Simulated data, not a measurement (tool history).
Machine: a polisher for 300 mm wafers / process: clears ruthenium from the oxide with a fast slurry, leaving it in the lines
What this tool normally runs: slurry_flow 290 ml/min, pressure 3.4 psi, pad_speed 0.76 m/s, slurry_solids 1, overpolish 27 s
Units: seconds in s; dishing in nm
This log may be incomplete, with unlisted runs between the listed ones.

| run | hour | slurry_flow | pressure | pad_speed | slurry_solids | overpolish | incoming thickness of the incoming film, nm | seconds | dishing |
|---|---|---|---|---|---|---|---|---|---|
| 1 | 0 | 360 | 2.8 | 0.76 | 1 | 27 | 253.5 | 85.2 | 62.2 |
| 2 | 48.8 | 360 | 2.8 | 0.76 | 1 | 27 | 250.5 | 84.7 | 63 |
|  | 85.2 | worn pad replaced by a new one |
| 3 | 85.6 | 290 | 3.4 | 0.76 | 1.2 | 27 | 248.9 | 65.9 | 72.6 |
| 4 | 139.6 | 290 | 3.4 | 0.76 | 1.2 | 27 | 250.9 | 66.9 | 75.8 |
| 5 | 190.9 | 290 | 3.4 | 0.76 | 1 | 27 | 251.8 | 74.4 | 67.7 |
| 6 | 240.8 | 290 | 3.4 | 0.76 | 1 | 27 | 250.8 | 73.5 | 69.7 |
| 7 | 285 | 290 | 3.4 | 0.76 | 1 | 27 | 251.1 | 75.1 | 69.3 |
|  | 340.3 | slurry blender recalibrated |
| 8 | 348.9 | 290 | 3.4 | 0.76 | 0.8 | 27 | 251.7 | 84.3 | 62.6 |
|  | 358.6 | worn pad replaced by a new one |
| 9 | 386.3 | 290 | 3.4 | 0.76 | 0.8 | 27 | 249.8 | 84.3 | 63.2 |
| 10 | 418 | 290 | 3.4 | 0.68 | 1 | 27 | 250.2 | 78.8 | 64.4 |
|  | 449.6 | slurry nozzle cleaned |
|  | 449.7 | head pressure recalibrated |
| 11 | 471.9 | 290 | 3.4 | 0.76 | 1 | 27 | 247.5 | 69.3 | 72.9 |
|  | 619.9 | worn pad replaced by a new one |
| 12 | 673.1 | 370 | 3.4 | 0.76 | 0.85 | 27 | 250.9 | 80 | 64.7 |
|  | 730.5 | slurry blender recalibrated |
| 13 | 744 | 290 | 3.4 | 0.76 | 0.8 | 27 | 248.2 | 81.4 | 66.1 |
| 14 | 806.7 | 290 | 3.4 | 0.82 | 1 | 27 | 248.9 | 67.2 | 71.1 |
|  | 868.9 | worn pad replaced by a new one |
| 15 | 988.1 | 350 | 3.4 | 0.76 | 0.9 | 17 | 251.3 | 75.6 | 43.9 |
|  | 994.6 | slurry nozzle cleaned |
| 16 | 1029.7 | 260 | 3.4 | 0.54 | 1 | 42 | 251.6 | 93.1 | 84.8 |
| 17 | 1077.3 | 215 | 2.7 | 0.76 | 1.25 | 27 | 250.7 | 82.4 | 61.1 |
|  | 1124.4 | worn pad replaced by a new one |
| 18 | 1135.5 | 290 | 3.4 | 0.76 | 1 | 27 | 253.8 | 74.7 | 70.6 |
|  | 1188 | slurry blender recalibrated |
| 19 | 1188.6 | 290 | 3.4 | 0.68 | 1 | 27 | 251.7 | 80.5 | 67 |
| 20 | 1255.4 | 290 | 3.4 | 0.98 | 1.25 | 27 | 250.6 | 54.9 | 86.9 |
| 21 | 1322.4 | 290 | 3.4 | 0.76 | 1 | 27 | 253.3 | 74 | 68.2 |
| 22 | 1366 | 200 | 2.5 | 0.76 | 1 | 27 | 249.1 | 111.5 | 48 |

4 options for the next run, each taken on its own from the tool as it stands now. Forecast them:
| A | 1366.4 | 290 | 3.4 | 0.76 | 1 | 27 | 251.8 | ? | ? |
| B | 1366.4 | 290 | 3 | 0.98 | 1 | 27 | 251.8 | ? | ? |
| C | 1366.4 | 370 | 3.4 | 0.76 | 1 | 12 | 251.8 | ? | ? |
| D | 1366.4 | 210 | 2.6 | 1 | 1 | 20 | 251.8 | ? | ? |

| run | seconds | dishing |
|---|---|---|
| A | 74.1 | 69.1 |
| B | 69.4 | 73 |
| C | 71.6 | 35 |
| D | 83.7 | 48.1 |
The same runs, with their run-to-run variation unchanged, on a tool lacking any hidden condition would have given:
| run | seconds | dishing |
|---|---|---|
| A | 69.3 | 73.1 |
| B | 64.9 | 77.1 |
| C | 67.9 | 36.7 |
| D | 76.4 | 52.2 |
